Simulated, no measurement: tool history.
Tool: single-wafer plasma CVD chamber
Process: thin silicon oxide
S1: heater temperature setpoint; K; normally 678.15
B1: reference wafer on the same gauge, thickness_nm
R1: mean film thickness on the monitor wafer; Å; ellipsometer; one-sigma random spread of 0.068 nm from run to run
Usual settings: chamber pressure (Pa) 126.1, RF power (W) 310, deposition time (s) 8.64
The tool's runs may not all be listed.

{"run": 1, "hour": 0.0, "S1": 681.15, "chamber pressure (Pa)": 126.1, "RF power (W)": 310, "deposition time (s)": 8.64, "B1": 17.493, "R1": 175.55}
{"run": 2, "hour": 9.2, "S1": 684.15, "chamber pressure (Pa)": 126.1, "RF power (W)": 310, "deposition time (s)": 8.64, "B1": 17.497, "R1": 175.12}
{"run": 3, "hour": 15.5, "S1": 682.15, "chamber pressure (Pa)": 133.5, "RF power (W)": 310, "deposition time (s)": 8.64, "B1": 17.499, "R1": 181.98}
{"run": 4, "hour": 26.5, "S1": 682.15, "chamber pressure (Pa)": 133.5, "RF power (W)": 310, "deposition time (s)": 8.64, "B1": 17.492, "R1": 182.4}
{"run": 5, "hour": 42.2, "S1": 682.15, "chamber pressure (Pa)": 133.5, "RF power (W)": 310, "deposition time (s)": 8.64, "B1": 17.499, "R1": 183.49}
{"run": 6, "hour": 53.7, "S1": 678.15, "chamber pressure (Pa)": 126.1, "RF power (W)": 310, "deposition time (s)": 8.64, "B1": 17.477, "R1": 175.31}
{"run": 7, "hour": 61.8, "S1": 678.15, "chamber pressure (Pa)": 103.7, "RF power (W)": 310, "deposition time (s)": 8.64, "B1": 17.492, "R1": 146.61}
{"run": 8, "hour": 77.2, "S1": 678.15, "chamber pressure (Pa)": 126.1, "RF power (W)": 310, "deposition time (s)": 8.64, "B1": 17.485, "R1": 176.29}
{"run": 9, "hour": 84.7, "S1": 678.15, "chamber pressure (Pa)": 126.1, "RF power (W)": 310, "deposition time (s)": 9.81, "B1": 17.497, "R1": 199.73}
{"hour": 99.5, "done": "thermocouple changed; heater temperature recalibrated"}
{"run": 10, "hour": 100.0, "S1": 678.15, "chamber pressure (Pa)": 126.1, "RF power (W)": 310, "deposition time (s)": 8.64, "B1": 17.524, "R1": 175.24}
{"run": 11, "hour": 109.0, "S1": 668.15, "chamber pressure (Pa)": 126.1, "RF power (W)": 310, "deposition time (s)": 8.64, "B1": 17.49, "R1": 176.72}
{"hour": 125.4, "done": "showerhead replaced"}
{"hour": 132.5, "done": "capacitance manometer re-zeroed and calibrated"}
{"run": 12, "hour": 133.0, "S1": 668.15, "chamber pressure (Pa)": 126.1, "RF power (W)": 310, "deposition time (s)": 8.64, "B1": 17.496, "R1": 177.05}
{"run": 13, "hour": 134.4, "S1": 678.15, "chamber pressure (Pa)": 126.1, "RF power (W)": 310, "deposition time (s)": 8.64, "B1": 17.509, "R1": 174.58}
{"run": 14, "hour": 143.9, "S1": 678.15, "chamber pressure (Pa)": 126.1, "RF power (W)": 275, "deposition time (s)": 10.19, "B1": 17.516, "R1": 197.98}
{"run": 15, "hour": 155.8, "S1": 678.15, "chamber pressure (Pa)": 142.3, "RF power (W)": 310, "deposition time (s)": 8.64, "B1": 17.515, "R1": 190.62}
{"run": 16, "hour": 164.5, "S1": 689.15, "chamber pressure (Pa)": 140.7, "RF power (W)": 280, "deposition time (s)": 9.25, "B1": 17.504, "R1": 192.41}
{"run": 17, "hour": 172.5, "S1": 681.15, "chamber pressure (Pa)": 126.1, "RF power (W)": 310, "deposition time (s)": 8.64, "B1": 17.51, "R1": 174.53}
{"run": 18, "hour": 185.5, "S1": 678.15, "chamber pressure (Pa)": 111.6, "RF power (W)": 310, "deposition time (s)": 9.77, "B1": 17.507, "R1": 177.63}
{"run": 19, "hour": 193.8, "S1": 674.15, "chamber pressure (Pa)": 126.1, "RF power (W)": 310, "deposition time (s)": 8.64, "B1": 17.499, "R1": 176.06}
{"hour": 218.1, "done": "RF generator calibrated"}
{"hour": 220.3, "done": "gauge calibrated"}
{"run": 20, "hour": 223.9, "S1": 678.15, "chamber pressure (Pa)": 135.1, "RF power (W)": 310, "deposition time (s)": 8.64, "B1": 17.497, "R1": 186.2}
{"run": 21, "hour": 236.0, "S1": 674.15, "chamber pressure (Pa)": 106.5, "RF power (W)": 325, "deposition time (s)": 8.64, "B1": 17.478, "R1": 152.76}
{"run": 22, "hour": 249.2, "S1": 690.15, "chamber pressure (Pa)": 126.1, "RF power (W)": 310, "deposition time (s)": 8.64, "B1": 17.506, "R1": 173.26}
{"run": 23, "hour": 264.2, "S1": 678.15, "chamber pressure (Pa)": 126.1, "RF power (W)": 310, "deposition time (s)": 8.64, "B1": 17.492, "R1": 176.02}
{"run": 24, "hour": 274.4, "S1": 670.15, "chamber pressure (Pa)": 136.9, "RF power (W)": 310, "deposition time (s)": 10.17, "B1": 17.512, "R1": 220.29}
{"run": 25, "hour": 290.0, "S1": 678.15, "chamber pressure (Pa)": 126.1, "RF power (W)": 310, "deposition time (s)": 8.64, "B1": 17.506, "R1": 176.09}

Consider 5 possible next runs. They are alternatives, not a sequence: every one starts from the tool as it was left by run 25. What does each give?
{"run": "A", "hour": 290.4, "S1": 678.15, "chamber pressure (Pa)": 126.1, "RF power (W)": 310, "deposition time (s)": 8.64, "B1": "?", "R1": "?"}
{"run": "B", "hour": 290.4, "S1": 674.15, "chamber pressure (Pa)": 126.1, "RF power (W)": 340, "deposition time (s)": 8.64, "B1": "?", "R1": "?"}
{"run": "C", "hour": 290.4, "S1": 669.15, "chamber pressure (Pa)": 155.6, "RF power (W)": 335, "deposition time (s)": 8.64, "B1": "?", "R1": "?"}
{"run": "D", "hour": 290.4, "S1": 678.15, "chamber pressure (Pa)": 126.1, "RF power (W)": 280, "deposition time (s)": 8.64, "B1": "?", "R1": "?"}
{"run": "E", "hour": 290.4, "S1": 686.15, "chamber pressure (Pa)": 126.1, "RF power (W)": 250, "deposition time (s)": 8.64, "B1": "?", "R1": "?"}

run=A B1=17.495 R1=175.67
run=B B1=17.495 R1=182.60
run=C B1=17.495 R1=211.91
run=D B1=17.495 R1=168.58
run=E B1=17.495 R1=159.69
Take away the tool's hidden state, keep each run's random variation, and the runs would have read:
run=A R1=175.67
run=B R1=182.60
run=C R1=211.91
run=D R1=168.58
run=E R1=159.69

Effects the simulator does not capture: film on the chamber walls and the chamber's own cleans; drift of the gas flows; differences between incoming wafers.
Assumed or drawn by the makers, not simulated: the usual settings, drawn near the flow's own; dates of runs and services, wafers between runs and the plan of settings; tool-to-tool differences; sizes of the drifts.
